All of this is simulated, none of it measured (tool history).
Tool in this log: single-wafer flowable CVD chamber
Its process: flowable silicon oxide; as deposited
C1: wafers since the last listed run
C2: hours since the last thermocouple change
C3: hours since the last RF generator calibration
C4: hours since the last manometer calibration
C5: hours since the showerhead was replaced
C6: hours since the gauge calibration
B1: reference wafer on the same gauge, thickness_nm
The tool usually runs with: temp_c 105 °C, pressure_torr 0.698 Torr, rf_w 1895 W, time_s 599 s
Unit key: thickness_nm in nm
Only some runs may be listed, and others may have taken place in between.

{"run": 1, "hour": 0.0, "temp_c": 105, "pressure_torr": 0.698, "rf_w": 1895, "time_s": 599, "C1": 0, "C2": 2228.0, "C3": 721.6, "C4": 1142.1, "C5": 7219.5, "C6": 158.4, "B1": 217.966, "thickness_nm": 224.226}
{"run": 2, "hour": 51.7, "temp_c": 105, "pressure_torr": 0.698, "rf_w": 1895, "time_s": 599, "C1": 101, "C2": 2279.7, "C3": 773.3, "C4": 1193.8, "C5": 7271.2, "C6": 210.1, "B1": 218.075, "thickness_nm": 223.741}
{"run": 3, "hour": 102.5, "temp_c": 105, "pressure_torr": 0.698, "rf_w": 1895, "time_s": 599, "C1": 99, "C2": 2330.5, "C3": 824.1, "C4": 1244.6, "C5": 7322.0, "C6": 260.9, "B1": 217.894, "thickness_nm": 223.26}
{"run": 4, "hour": 150.9, "temp_c": 105, "pressure_torr": 0.56, "rf_w": 1895, "time_s": 599, "C1": 94, "C2": 2378.9, "C3": 872.5, "C4": 1293.0, "C5": 7370.4, "C6": 309.3, "B1": 218.023, "thickness_nm": 180.045}
{"run": 5, "hour": 177.1, "temp_c": 105, "pressure_torr": 0.56, "rf_w": 1895, "time_s": 599, "C1": 51, "C2": 2405.1, "C3": 898.7, "C4": 1319.2, "C5": 7396.6, "C6": 335.5, "B1": 217.93, "thickness_nm": 181.277}
{"run": 6, "hour": 245.0, "temp_c": 95, "pressure_torr": 0.698, "rf_w": 1895, "time_s": 599, "C1": 133, "C2": 2473.0, "C3": 966.6, "C4": 1387.1, "C5": 7464.5, "C6": 403.4, "B1": 218.123, "thickness_nm": 298.529}
{"run": 7, "hour": 283.9, "temp_c": 95, "pressure_torr": 0.698, "rf_w": 1895, "time_s": 599, "C1": 76, "C2": 2511.9, "C3": 1005.5, "C4": 1426.0, "C5": 7503.4, "C6": 442.3, "B1": 217.836, "thickness_nm": 298.86}
{"run": 8, "hour": 336.3, "temp_c": 95, "pressure_torr": 0.698, "rf_w": 1895, "time_s": 599, "C1": 102, "C2": 2564.3, "C3": 1057.9, "C4": 1478.4, "C5": 7555.8, "C6": 494.7, "B1": 218.135, "thickness_nm": 300.734}
{"hour": 379.3, "done": "thermocouple changed; heater temperature recalibrated"}
{"run": 9, "hour": 398.2, "temp_c": 105, "pressure_torr": 0.698, "rf_w": 1895, "time_s": 599, "C1": 105, "C2": 18.9, "C3": 1119.8, "C4": 1540.3, "C5": 7617.7, "C6": 556.6, "B1": 218.175, "thickness_nm": 222.963}
{"hour": 400.8, "done": "gauge calibrated"}
{"run": 10, "hour": 431.9, "temp_c": 105, "pressure_torr": 0.768, "rf_w": 1540, "time_s": 599, "C1": 66, "C2": 52.6, "C3": 1153.5, "C4": 1574.0, "C5": 7651.4, "C6": 31.1, "B1": 218.103, "thickness_nm": 237.214}
{"hour": 494.5, "done": "RF generator calibrated"}
{"run": 11, "hour": 495.0, "temp_c": 105, "pressure_torr": 0.698, "rf_w": 1895, "time_s": 599, "C1": 107, "C2": 115.7, "C3": 0.5, "C4": 1637.1, "C5": 7714.5, "C6": 94.2, "B1": 217.896, "thickness_nm": 223.208}
{"run": 12, "hour": 534.6, "temp_c": 105, "pressure_torr": 0.609, "rf_w": 2205, "time_s": 599, "C1": 77, "C2": 155.3, "C3": 40.1, "C4": 1676.7, "C5": 7754.1, "C6": 133.8, "B1": 218.167, "thickness_nm": 200.745}
{"hour": 571.2, "done": "capacitance manometer re-zeroed and calibrated"}
{"run": 13, "hour": 589.6, "temp_c": 105, "pressure_torr": 0.586, "rf_w": 2020, "time_s": 684, "C1": 92, "C2": 210.3, "C3": 95.1, "C4": 18.4, "C5": 7809.1, "C6": 188.8, "B1": 218.113, "thickness_nm": 216.52}
{"run": 14, "hour": 651.0, "temp_c": 105, "pressure_torr": 0.698, "rf_w": 1895, "time_s": 599, "C1": 120, "C2": 271.7, "C3": 156.5, "C4": 79.8, "C5": 7870.5, "C6": 250.2, "B1": 217.916, "thickness_nm": 223.508}
{"run": 15, "hour": 689.4, "temp_c": 90, "pressure_torr": 0.621, "rf_w": 1620, "time_s": 498, "C1": 75, "C2": 310.1, "C3": 194.9, "C4": 118.2, "C5": 7908.9, "C6": 288.6, "B1": 218.025, "thickness_nm": 251.031}
{"hour": 758.0, "done": "showerhead replaced"}
{"run": 16, "hour": 759.5, "temp_c": 92, "pressure_torr": 0.827, "rf_w": 1650, "time_s": 496, "C1": 121, "C2": 380.2, "C3": 265.0, "C4": 188.3, "C5": 1.5, "C6": 358.7, "B1": 218.034, "thickness_nm": 311.284}
{"run": 17, "hour": 972.6, "temp_c": 110, "pressure_torr": 0.698, "rf_w": 1895, "time_s": 667, "C1": 417, "C2": 593.3, "C3": 478.1, "C4": 401.4, "C5": 214.6, "C6": 571.8, "B1": 217.985, "thickness_nm": 216.808}
{"run": 18, "hour": 1006.3, "temp_c": 105, "pressure_torr": 0.768, "rf_w": 1540, "time_s": 599, "C1": 66, "C2": 627.0, "C3": 511.8, "C4": 435.1, "C5": 248.3, "C6": 605.5, "B1": 218.16, "thickness_nm": 236.298}

Forecast each of these 4 alternatives for the next run:
{"run": "A", "hour": 1006.9, "temp_c": 105, "pressure_torr": 0.698, "rf_w": 1895, "time_s": 599, "C1": 1, "C2": 627.6, "C3": 512.4, "C4": 435.7, "C5": 248.9, "C6": 606.1, "B1": "?", "thickness_nm": "?"}
{"run": "B", "hour": 1006.9, "temp_c": 101, "pressure_torr": 0.619, "rf_w": 1895, "time_s": 599, "C1": 1, "C2": 627.6, "C3": 512.4, "C4": 435.7, "C5": 248.9, "C6": 606.1, "B1": "?", "thickness_nm": "?"}
{"run": "C", "hour": 1006.9, "temp_c": 96, "pressure_torr": 0.815, "rf_w": 1895, "time_s": 599, "C1": 1, "C2": 627.6, "C3": 512.4, "C4": 435.7, "C5": 248.9, "C6": 606.1, "B1": "?", "thickness_nm": "?"}
{"run": "D", "hour": 1006.9, "temp_c": 105, "pressure_torr": 0.802, "rf_w": 2055, "time_s": 599, "C1": 1, "C2": 627.6, "C3": 512.4, "C4": 435.7, "C5": 248.9, "C6": 606.1, "B1": "?", "thickness_nm": "?"}

run=A B1=218.061 thickness_nm=222.096
run=B B1=218.061 thickness_nm=222.145
run=C B1=218.061 thickness_nm=337.510
run=D B1=218.061 thickness_nm=258.346
The same runs, with their run-to-run variation unchanged, on a tool lacking any hidden condition would have given:
run=A thickness_nm=222.096
run=B thickness_nm=222.145
run=C thickness_nm=337.510
run=D thickness_nm=258.346

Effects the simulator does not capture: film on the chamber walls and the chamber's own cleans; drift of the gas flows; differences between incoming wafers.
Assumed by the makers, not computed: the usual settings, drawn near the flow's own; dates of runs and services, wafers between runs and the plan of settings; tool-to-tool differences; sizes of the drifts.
